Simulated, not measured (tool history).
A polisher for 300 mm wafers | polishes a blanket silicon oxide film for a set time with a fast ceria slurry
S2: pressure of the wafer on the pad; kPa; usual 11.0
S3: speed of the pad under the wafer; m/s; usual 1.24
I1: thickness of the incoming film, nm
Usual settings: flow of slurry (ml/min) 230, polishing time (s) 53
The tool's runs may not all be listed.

run 1 hour=0.0 | flow_of_slurry_(ml/min)=230 S2=11.0 S3=1.50 polishing_time_(s)=53 | I1=3036.1 | film_removed_(nm)=622.2
run 2 hour=26.5 | flow_of_slurry_(ml/min)=230 S2=11.0 S3=1.50 polishing_time_(s)=53 | I1=3006.0 | film_removed_(nm)=606.4
run 3 hour=47.4 | flow_of_slurry_(ml/min)=230 S2=11.0 S3=1.24 polishing_time_(s)=53 | I1=2993.5 | film_removed_(nm)=514.3
run 4 hour=68.5 | flow_of_slurry_(ml/min)=230 S2=11.0 S3=1.24 polishing_time_(s)=53 | I1=3067.1 | film_removed_(nm)=518.8
run 5 hour=88.4 | flow_of_slurry_(ml/min)=230 S2=11.0 S3=1.24 polishing_time_(s)=53 | I1=3057.5 | film_removed_(nm)=508.4
run 6 hour=116.0 | flow_of_slurry_(ml/min)=230 S2=11.0 S3=1.24 polishing_time_(s)=53 | I1=3043.8 | film_removed_(nm)=522.2
run 7 hour=137.1 | flow_of_slurry_(ml/min)=230 S2=11.0 S3=1.24 polishing_time_(s)=53 | I1=3100.1 | film_removed_(nm)=508.0
run 8 hour=158.0 | flow_of_slurry_(ml/min)=230 S2=9.0 S3=1.24 polishing_time_(s)=53 | I1=3116.1 | film_removed_(nm)=451.9
-- hour=167.8 worn pad replaced by a new one
run 9 hour=180.0 | flow_of_slurry_(ml/min)=230 S2=8.3 S3=1.24 polishing_time_(s)=53 | I1=3058.8 | film_removed_(nm)=432.5
run 10 hour=209.3 | flow_of_slurry_(ml/min)=230 S2=8.3 S3=1.24 polishing_time_(s)=53 | I1=2996.7 | film_removed_(nm)=434.9
run 11 hour=243.3 | flow_of_slurry_(ml/min)=230 S2=8.3 S3=1.24 polishing_time_(s)=53 | I1=3042.6 | film_removed_(nm)=435.1
-- hour=247.6 head pressure recalibrated
-- hour=247.8 slurry nozzle cleaned
run 12 hour=261.2 | flow_of_slurry_(ml/min)=230 S2=11.0 S3=1.24 polishing_time_(s)=53 | I1=3054.9 | film_removed_(nm)=481.3
run 13 hour=287.6 | flow_of_slurry_(ml/min)=230 S2=11.0 S3=1.24 polishing_time_(s)=53 | I1=3016.0 | film_removed_(nm)=473.7
run 14 hour=302.6 | flow_of_slurry_(ml/min)=230 S2=11.0 S3=1.24 polishing_time_(s)=53 | I1=3014.2 | film_removed_(nm)=490.0
run 15 hour=394.6 | flow_of_slurry_(ml/min)=230 S2=11.0 S3=1.24 polishing_time_(s)=53 | I1=3055.0 | film_removed_(nm)=482.6
-- hour=412.2 worn pad replaced by a new one
run 16 hour=418.0 | flow_of_slurry_(ml/min)=230 S2=11.0 S3=1.24 polishing_time_(s)=53 | I1=3095.8 | film_removed_(nm)=478.8
run 17 hour=431.7 | flow_of_slurry_(ml/min)=200 S2=11.0 S3=1.24 polishing_time_(s)=69 | I1=3045.1 | film_removed_(nm)=616.9
run 18 hour=463.1 | flow_of_slurry_(ml/min)=300 S2=13.8 S3=1.06 polishing_time_(s)=47 | I1=3026.5 | film_removed_(nm)=440.0
run 19 hour=482.7 | flow_of_slurry_(ml/min)=230 S2=11.0 S3=1.24 polishing_time_(s)=53 | I1=3038.2 | film_removed_(nm)=488.2
run 20 hour=495.9 | flow_of_slurry_(ml/min)=175 S2=11.0 S3=1.50 polishing_time_(s)=53 | I1=3070.6 | film_removed_(nm)=588.7
run 21 hour=514.7 | flow_of_slurry_(ml/min)=230 S2=11.0 S3=1.24 polishing_time_(s)=53 | I1=3046.9 | film_removed_(nm)=487.5
run 22 hour=538.4 | flow_of_slurry_(ml/min)=295 S2=9.0 S3=1.00 polishing_time_(s)=45 | I1=3080.0 | film_removed_(nm)=305.5
run 23 hour=554.6 | flow_of_slurry_(ml/min)=200 S2=11.0 S3=0.94 polishing_time_(s)=53 | I1=3027.0 | film_removed_(nm)=367.1
-- hour=567.3 slurry nozzle cleaned
run 24 hour=600.6 | flow_of_slurry_(ml/min)=230 S2=11.0 S3=1.24 polishing_time_(s)=53 | I1=3095.6 | film_removed_(nm)=494.3
-- hour=615.6 worn pad replaced by a new one
run 25 hour=616.6 | flow_of_slurry_(ml/min)=230 S2=9.0 S3=0.82 polishing_time_(s)=37 | I1=3024.5 | film_removed_(nm)=205.3
run 26 hour=640.3 | flow_of_slurry_(ml/min)=230 S2=12.4 S3=1.62 polishing_time_(s)=53 | I1=3061.7 | film_removed_(nm)=685.5
run 27 hour=661.0 | flow_of_slurry_(ml/min)=230 S2=7.6 S3=1.24 polishing_time_(s)=36 | I1=3073.9 | film_removed_(nm)=270.2
run 28 hour=692.2 | flow_of_slurry_(ml/min)=165 S2=15.2 S3=1.24 polishing_time_(s)=53 | I1=3026.4 | film_removed_(nm)=586.5
run 29 hour=713.7 | flow_of_slurry_(ml/min)=230 S2=11.0 S3=1.24 polishing_time_(s)=53 | I1=3061.7 | film_removed_(nm)=506.0
run 30 hour=749.2 | flow_of_slurry_(ml/min)=230 S2=11.0 S3=1.24 polishing_time_(s)=53 | I1=3048.6 | film_removed_(nm)=502.0
run 31 hour=776.2 | flow_of_slurry_(ml/min)=285 S2=11.0 S3=0.90 polishing_time_(s)=53 | I1=3054.3 | film_removed_(nm)=370.5
run 32 hour=791.9 | flow_of_slurry_(ml/min)=230 S2=11.0 S3=1.24 polishing_time_(s)=53 | I1=3047.2 | film_removed_(nm)=490.5
run 33 hour=805.3 | flow_of_slurry_(ml/min)=230 S2=11.0 S3=1.24 polishing_time_(s)=53 | I1=3099.6 | film_removed_(nm)=503.4
run 34 hour=836.6 | flow_of_slurry_(ml/min)=195 S2=11.0 S3=1.68 polishing_time_(s)=53 | I1=3017.7 | film_removed_(nm)=661.8
run 35 hour=861.8 | flow_of_slurry_(ml/min)=230 S2=11.0 S3=1.24 polishing_time_(s)=53 | I1=3093.9 | film_removed_(nm)=487.1
-- hour=867.3 worn pad replaced by a new one
run 36 hour=876.6 | flow_of_slurry_(ml/min)=255 S2=11.0 S3=1.42 polishing_time_(s)=66 | I1=3007.6 | film_removed_(nm)=717.0
run 37 hour=889.4 | flow_of_slurry_(ml/min)=230 S2=11.0 S3=1.24 polishing_time_(s)=72 | I1=3011.6 | film_removed_(nm)=670.2
run 38 hour=915.9 | flow_of_slurry_(ml/min)=255 S2=11.0 S3=1.24 polishing_time_(s)=47 | I1=3003.5 | film_removed_(nm)=452.3

3 ways to go on from here, each from the tool as it stands after run 38. What would each give?
run A hour=916.3 | flow_of_slurry_(ml/min)=230 S2=6.9 S3=1.24 polishing_time_(s)=53 | I1=3070.8 | film_removed_(nm)=?
run B hour=916.3 | flow_of_slurry_(ml/min)=230 S2=13.1 S3=1.06 polishing_time_(s)=64 | I1=3070.8 | film_removed_(nm)=?
run C hour=916.3 | flow_of_slurry_(ml/min)=200 S2=7.6 S3=1.68 polishing_time_(s)=69 | I1=3070.8 | film_removed_(nm)=?

run=A film_removed_(nm)=397.1
run=B film_removed_(nm)=588.3
run=C film_removed_(nm)=723.3
Without the tool's hidden state the same runs would have given:
run=A film_removed_(nm)=375.6
run=B film_removed_(nm)=556.6
run=C film_removed_(nm)=684.2
